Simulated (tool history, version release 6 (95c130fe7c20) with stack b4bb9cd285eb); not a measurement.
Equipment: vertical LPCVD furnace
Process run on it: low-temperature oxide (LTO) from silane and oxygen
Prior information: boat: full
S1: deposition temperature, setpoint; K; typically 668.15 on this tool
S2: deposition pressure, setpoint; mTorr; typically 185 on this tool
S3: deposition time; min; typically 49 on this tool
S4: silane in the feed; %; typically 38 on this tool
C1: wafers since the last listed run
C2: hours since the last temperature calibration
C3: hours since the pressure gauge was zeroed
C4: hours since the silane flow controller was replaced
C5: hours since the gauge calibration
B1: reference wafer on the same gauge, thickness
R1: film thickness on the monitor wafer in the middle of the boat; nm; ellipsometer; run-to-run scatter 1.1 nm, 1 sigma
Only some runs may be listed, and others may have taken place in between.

{"run": 1, "day": 0.0, "S1": 668.15, "S2": 185, "S3": 49, "S4": 38, "C1": 0, "C2": 4241.1, "C3": 3138.5, "C4": 1641.8, "C5": 245.2, "B1": 374.13, "R1": 387.25}
{"run": 2, "day": 2.925, "S1": 668.15, "S2": 185, "S3": 34.5, "S4": 38, "C1": 572, "C2": 4311.3, "C3": 3208.7, "C4": 1712, "C5": 315.4, "B1": 374.02, "R1": 272.64}
{"run": 3, "day": 6.854, "S1": 668.15, "S2": 185, "S3": 34.5, "S4": 38, "C1": 769, "C2": 4405.6, "C3": 3303, "C4": 1806.3, "C5": 409.7, "B1": 373.96, "R1": 272.82}
{"run": 4, "day": 8.604, "S1": 668.15, "S2": 185, "S3": 34.5, "S4": 38, "C1": 342, "C2": 4447.6, "C3": 3345, "C4": 1848.3, "C5": 451.7, "B1": 374.2, "R1": 273.79}
{"run": 5, "day": 10.871, "S1": 668.15, "S2": 185, "S3": 49, "S4": 38, "C1": 443, "C2": 4502, "C3": 3399.4, "C4": 1902.7, "C5": 506.1, "B1": 373.95, "R1": 390.2}
{"run": 6, "day": 12.942, "S1": 668.15, "S2": 185, "S3": 49, "S4": 38, "C1": 405, "C2": 4551.7, "C3": 3449.1, "C4": 1952.4, "C5": 555.8, "B1": 374.19, "R1": 392.28}
{"run": 7, "day": 14.721, "S1": 668.15, "S2": 185, "S3": 49, "S4": 36, "C1": 348, "C2": 4594.4, "C3": 3491.8, "C4": 1995.1, "C5": 598.5, "B1": 373.94, "R1": 368.7}
{"day": 17.946, "done": "thermocouples replaced and temperature profile calibrated"}
{"run": 8, "day": 18.021, "S1": 668.15, "S2": 185, "S3": 49, "S4": 36, "C1": 450, "C2": 1.8, "C3": 3571, "C4": 2074.3, "C5": 677.7, "B1": 374.33, "R1": 353.03}
{"run": 9, "day": 20.2, "S1": 668.15, "S2": 185, "S3": 49, "S4": 36, "C1": 426, "C2": 54.1, "C3": 3623.3, "C4": 2126.6, "C5": 730, "B1": 374.05, "R1": 353.68}
{"run": 10, "day": 21.8, "S1": 668.15, "S2": 185, "S3": 49, "S4": 38, "C1": 313, "C2": 92.5, "C3": 3661.7, "C4": 2165, "C5": 768.4, "B1": 374.41, "R1": 375.8}
{"day": 23.25, "done": "gauge calibrated"}
{"run": 11, "day": 25.646, "S1": 668.15, "S2": 215, "S3": 49, "S4": 38, "C1": 753, "C2": 184.8, "C3": 3754, "C4": 2257.3, "C5": 57.5, "B1": 374.04, "R1": 436.17}
{"run": 12, "day": 29.712, "S1": 668.15, "S2": 185, "S3": 49, "S4": 38, "C1": 796, "C2": 282.4, "C3": 3851.6, "C4": 2354.9, "C5": 155.1, "B1": 374.02, "R1": 378.66}
{"run": 13, "day": 31.654, "S1": 664.15, "S2": 200, "S3": 58.5, "S4": 41, "C1": 380, "C2": 329, "C3": 3898.2, "C4": 2401.5, "C5": 201.7, "B1": 373.98, "R1": 509.71}
{"run": 14, "day": 33.362, "S1": 668.15, "S2": 170, "S3": 40.5, "S4": 38, "C1": 334, "C2": 370, "C3": 3939.2, "C4": 2442.5, "C5": 242.7, "B1": 374.29, "R1": 288.45}
{"day": 36.821, "done": "silane flow controller replaced"}
{"day": 40.812, "done": "pressure gauge zeroed"}
{"run": 15, "day": 42.171, "S1": 668.15, "S2": 185, "S3": 49, "S4": 38, "C1": 1333, "C2": 581.4, "C3": 32.6, "C4": 128.4, "C5": 454.1, "B1": 373.91, "R1": 363.41}
{"run": 16, "day": 46.042, "S1": 679.15, "S2": 185, "S3": 68.5, "S4": 35, "C1": 758, "C2": 674.3, "C3": 125.5, "C4": 221.3, "C5": 547, "B1": 374.14, "R1": 517.71}
{"run": 17, "day": 49.133, "S1": 661.15, "S2": 185, "S3": 39.5, "S4": 38, "C1": 605, "C2": 748.5, "C3": 199.7, "C4": 295.5, "C5": 621.2, "B1": 373.98, "R1": 269.97}
{"run": 18, "day": 51.479, "S1": 663.15, "S2": 165, "S3": 49, "S4": 32, "C1": 459, "C2": 804.8, "C3": 256, "C4": 351.8, "C5": 677.5, "B1": 373.97, "R1": 242.43}

What if the next run were any one of these 3? Each begins from the tool's condition after run 18:
{"run": "A", "day": 51.683, "S1": 668.15, "S2": 160, "S3": 49, "S4": 38, "C1": 39, "C2": 809.7, "C3": 260.9, "C4": 356.7, "C5": 682.4, "B1": "?", "R1": "?"}
{"run": "B", "day": 51.683, "S1": 668.15, "S2": 175, "S3": 31, "S4": 42, "C1": 39, "C2": 809.7, "C3": 260.9, "C4": 356.7, "C5": 682.4, "B1": "?", "R1": "?"}
{"run": "C", "day": 51.683, "S1": 668.15, "S2": 185, "S3": 41, "S4": 38, "C1": 39, "C2": 809.7, "C3": 260.9, "C4": 356.7, "C5": 682.4, "B1": "?", "R1": "?"}

run=A B1=374.06 R1=313.67
run=B B1=374.06 R1=244.81
run=C B1=374.06 R1=303.47
Had the tool no hidden state, the same runs would have come out as:
run=A R1=309.04
run=B R1=241.33
run=C R1=298.99

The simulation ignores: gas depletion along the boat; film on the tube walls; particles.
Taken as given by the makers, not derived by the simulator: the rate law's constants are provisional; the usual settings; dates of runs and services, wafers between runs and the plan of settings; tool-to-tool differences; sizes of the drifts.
